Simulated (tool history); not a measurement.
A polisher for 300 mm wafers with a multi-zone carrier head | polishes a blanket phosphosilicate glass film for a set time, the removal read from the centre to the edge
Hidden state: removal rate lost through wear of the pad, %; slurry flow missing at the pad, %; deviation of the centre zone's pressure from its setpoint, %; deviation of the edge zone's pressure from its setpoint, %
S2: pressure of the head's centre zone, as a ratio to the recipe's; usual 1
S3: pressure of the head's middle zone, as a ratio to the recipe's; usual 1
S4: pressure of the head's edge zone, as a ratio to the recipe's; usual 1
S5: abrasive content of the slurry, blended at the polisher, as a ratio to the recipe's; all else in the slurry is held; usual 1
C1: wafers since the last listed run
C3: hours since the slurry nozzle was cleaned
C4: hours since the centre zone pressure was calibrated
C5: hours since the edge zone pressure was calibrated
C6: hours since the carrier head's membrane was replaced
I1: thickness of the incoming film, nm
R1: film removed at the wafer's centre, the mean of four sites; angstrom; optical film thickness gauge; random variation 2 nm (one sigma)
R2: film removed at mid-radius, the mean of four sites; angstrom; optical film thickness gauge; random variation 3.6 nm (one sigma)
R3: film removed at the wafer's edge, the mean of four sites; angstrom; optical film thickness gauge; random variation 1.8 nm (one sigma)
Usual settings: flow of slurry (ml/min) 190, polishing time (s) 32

Run 1, day 0: usual settings; C1 0; wafers polished on this pad 3112; C3 372.4; C4 489.6; C5 332.1; C6 642.8; I1 3555. Result: R1 2670 angstrom, R2 2690 angstrom, R3 2655 angstrom.
Run 2, day 1.771: usual settings; C1 480; wafers polished on this pad 3592; C3 414.9; C4 532.1; C5 374.6; C6 685.3; I1 3584.2. Result: R1 2659 angstrom, R2 2646 angstrom, R3 2639 angstrom.
At day 3.075: slurry nozzle cleaned.
Run 3, day 4.133: usual settings; C1 629; wafers polished on this pad 4222; C3 25.4; C4 588.8; C5 431.3; C6 742; I1 3611. Result: R1 2774 angstrom, R2 2686 angstrom, R3 2687 angstrom.
At day 4.333: worn pad replaced by a new one.
Run 4, day 6.708: usual settings; C1 653; wafers polished on this pad 643; C3 87.2; C4 650.6; C5 493.1; C6 803.8; I1 3581.3. Result: R1 2864 angstrom, R2 2798 angstrom, R3 2776 angstrom.
At day 8.358: edge zone pressure recalibrated.
Run 5, day 9.125: usual settings; C1 632; wafers polished on this pad 1276; C3 145.2; C4 708.6; C5 18.4; C6 861.8; I1 3566.5. Result: R1 2819 angstrom, R2 2786 angstrom, R3 2748 angstrom.
Run 6, day 12.258: usual settings; C1 849; wafers polished on this pad 2126; C3 220.4; C4 783.8; C5 93.6; C6 937; I1 3554.9. Result: R1 2768 angstrom, R2 2705 angstrom, R3 2647 angstrom.
Run 7, day 14.7: usual settings but flow of slurry (ml/min) 145; C1 662; wafers polished on this pad 2788; C3 279; C4 842.4; C5 152.2; C6 995.6; I1 3612.1. Result: R1 2589 angstrom, R2 2571 angstrom, R3 2561 angstrom.
Run 8, day 18.596: usual settings but flow of slurry (ml/min) 145; C1 1056; wafers polished on this pad 3844; C3 372.5; C4 935.9; C5 245.7; C6 1089.1; I1 3552.2. Result: R1 2557 angstrom, R2 2592 angstrom, R3 2554 angstrom.
At day 20.2: worn pad replaced by a new one.
Run 9, day 22.808: usual settings but S4 1.03, polishing time (s) 27; C1 1097; wafers polished on this pad 707; C3 473.6; C4 1037; C5 346.8; C6 1190.2; I1 3500.4. Result: R1 2342 angstrom, R2 2326 angstrom, R3 2320 angstrom.
At day 23.892: slurry nozzle cleaned.
Run 10, day 27.092: usual settings but S4 1.03, polishing time (s) 27; C1 1150; wafers polished on this pad 1857; C3 76.8; C4 1139.8; C5 449.6; C6 1293; I1 3589.2. Result: R1 2333 angstrom, R2 2322 angstrom, R3 2300 angstrom.

Run 11 comes next. What will it give?
Run 11, day 29.479: usual settings but S5 0.9; C1 647; wafers polished on this pad 2505; C3 134.1; C4 1197.1; C5 506.9; C6 1350.3; I1 3585.9. Result: R1 ?, R2 ?, R3 ?.

R1: 2525 angstrom
R2: 2461 angstrom
R3: 2483 angstrom
Without the tool's hidden state the same run would have given R1 2709 angstrom, R2 2637 angstrom, R3 2652 angstrom.

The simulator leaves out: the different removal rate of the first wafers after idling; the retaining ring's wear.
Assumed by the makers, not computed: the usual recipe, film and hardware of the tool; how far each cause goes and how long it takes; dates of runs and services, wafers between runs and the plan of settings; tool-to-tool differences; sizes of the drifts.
